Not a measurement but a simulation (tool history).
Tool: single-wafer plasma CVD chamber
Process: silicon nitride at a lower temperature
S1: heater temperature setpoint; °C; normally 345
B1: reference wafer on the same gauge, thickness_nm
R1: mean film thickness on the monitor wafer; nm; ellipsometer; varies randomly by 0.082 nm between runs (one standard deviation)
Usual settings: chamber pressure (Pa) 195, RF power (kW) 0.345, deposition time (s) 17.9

run 1 day=0 | S1=345 chamber_pressure_(Pa)=195 RF_power_(kW)=0.345 deposition_time_(s)=17.9 | B1=18.785 | R1=20.203
run 2 day=3.438 | S1=345 chamber_pressure_(Pa)=195 RF_power_(kW)=0.345 deposition_time_(s)=18.8 | B1=18.796 | R1=21.067
run 3 day=7.538 | S1=345 chamber_pressure_(Pa)=195 RF_power_(kW)=0.345 deposition_time_(s)=18.8 | B1=18.797 | R1=20.893
run 4 day=9.754 | S1=345 chamber_pressure_(Pa)=195 RF_power_(kW)=0.345 deposition_time_(s)=18.8 | B1=18.783 | R1=20.937
run 5 day=13.421 | S1=345 chamber_pressure_(Pa)=195 RF_power_(kW)=0.345 deposition_time_(s)=17.9 | B1=18.815 | R1=19.911
run 6 day=15.358 | S1=345 chamber_pressure_(Pa)=195 RF_power_(kW)=0.345 deposition_time_(s)=17.9 | B1=18.809 | R1=19.646
run 7 day=18.067 | S1=345 chamber_pressure_(Pa)=195 RF_power_(kW)=0.345 deposition_time_(s)=17.9 | B1=18.805 | R1=19.709
run 8 day=22.558 | S1=345 chamber_pressure_(Pa)=195 RF_power_(kW)=0.345 deposition_time_(s)=17.9 | B1=18.807 | R1=19.445
-- day=23.762 capacitance manometer re-zeroed and calibrated
-- day=24.496 RF generator calibrated
run 9 day=24.517 | S1=345 chamber_pressure_(Pa)=195 RF_power_(kW)=0.345 deposition_time_(s)=17.9 | B1=18.792 | R1=20.322
run 10 day=26.229 | S1=345 chamber_pressure_(Pa)=195 RF_power_(kW)=0.32 deposition_time_(s)=17.9 | B1=18.795 | R1=19.302
-- day=27.396 gauge calibrated
run 11 day=28.179 | S1=345 chamber_pressure_(Pa)=195 RF_power_(kW)=0.32 deposition_time_(s)=17.9 | B1=18.808 | R1=19.31
-- day=30.771 thermocouple changed; heater temperature recalibrated
run 12 day=31.188 | S1=345 chamber_pressure_(Pa)=195 RF_power_(kW)=0.345 deposition_time_(s)=17.9 | B1=18.791 | R1=20.344
run 13 day=33.792 | S1=345 chamber_pressure_(Pa)=195 RF_power_(kW)=0.345 deposition_time_(s)=17.9 | B1=18.799 | R1=20.275
run 14 day=37.742 | S1=345 chamber_pressure_(Pa)=153 RF_power_(kW)=0.345 deposition_time_(s)=17.9 | B1=18.813 | R1=19.046
-- day=41.067 showerhead replaced, of another model than before
run 15 day=41.758 | S1=345 chamber_pressure_(Pa)=195 RF_power_(kW)=0.345 deposition_time_(s)=18.8 | B1=18.779 | R1=21.031
run 16 day=43.5 | S1=345 chamber_pressure_(Pa)=195 RF_power_(kW)=0.345 deposition_time_(s)=17.9 | B1=18.794 | R1=19.876
run 17 day=45.438 | S1=345 chamber_pressure_(Pa)=195 RF_power_(kW)=0.4 deposition_time_(s)=17.9 | B1=18.816 | R1=22.859
run 18 day=49.442 | S1=345 chamber_pressure_(Pa)=195 RF_power_(kW)=0.345 deposition_time_(s)=20.5 | B1=18.8 | R1=22.831
run 19 day=51.596 | S1=358 chamber_pressure_(Pa)=241 RF_power_(kW)=0.36 deposition_time_(s)=17.9 | B1=18.793 | R1=21.255
run 20 day=54.867 | S1=345 chamber_pressure_(Pa)=240 RF_power_(kW)=0.345 deposition_time_(s)=15.9 | B1=18.821 | R1=18.094
run 21 day=56.438 | S1=345 chamber_pressure_(Pa)=195 RF_power_(kW)=0.345 deposition_time_(s)=17.9 | B1=18.804 | R1=19.48
-- day=63.846 RF generator calibrated
run 22 day=69.333 | S1=345 chamber_pressure_(Pa)=209 RF_power_(kW)=0.345 deposition_time_(s)=17.9 | B1=18.779 | R1=20.633
run 23 day=71.262 | S1=353 chamber_pressure_(Pa)=167 RF_power_(kW)=0.345 deposition_time_(s)=17.9 | B1=18.797 | R1=19.414
run 24 day=73.575 | S1=334 chamber_pressure_(Pa)=237 RF_power_(kW)=0.345 deposition_time_(s)=17.9 | B1=18.781 | R1=21.162
-- day=75.783 thermocouple changed; heater temperature recalibrated
run 25 day=76.488 | S1=332 chamber_pressure_(Pa)=236 RF_power_(kW)=0.315 deposition_time_(s)=16.7 | B1=18.8 | R1=17.917
run 26 day=79.642 | S1=355 chamber_pressure_(Pa)=195 RF_power_(kW)=0.38 deposition_time_(s)=17.9 | B1=18.799 | R1=21.904
run 27 day=82.325 | S1=345 chamber_pressure_(Pa)=195 RF_power_(kW)=0.345 deposition_time_(s)=16.4 | B1=18.805 | R1=18.288
run 28 day=84.888 | S1=345 chamber_pressure_(Pa)=155 RF_power_(kW)=0.325 deposition_time_(s)=16 | B1=18.777 | R1=16.13

4 ways to go on from here, each from the tool as it stands after run 28. What would each give?
run A day=84.904 | S1=331 chamber_pressure_(Pa)=195 RF_power_(kW)=0.345 deposition_time_(s)=17.9 | B1=? | R1=?
run B day=84.904 | S1=337 chamber_pressure_(Pa)=195 RF_power_(kW)=0.315 deposition_time_(s)=16.9 | B1=? | R1=?
run C day=84.904 | S1=345 chamber_pressure_(Pa)=195 RF_power_(kW)=0.37 deposition_time_(s)=17.9 | B1=? | R1=?
run D day=84.904 | S1=353 chamber_pressure_(Pa)=195 RF_power_(kW)=0.28 deposition_time_(s)=17.9 | B1=? | R1=?

run=A B1=18.794 R1=20.047
run=B B1=18.794 R1=17.187
run=C B1=18.794 R1=21.319
run=D B1=18.794 R1=15.78
With the hidden condition removed and each run's random variation left untouched, the same runs would have given:
run=A R1=20.443
run=B R1=17.55
run=C R1=21.74
run=D R1=16.126
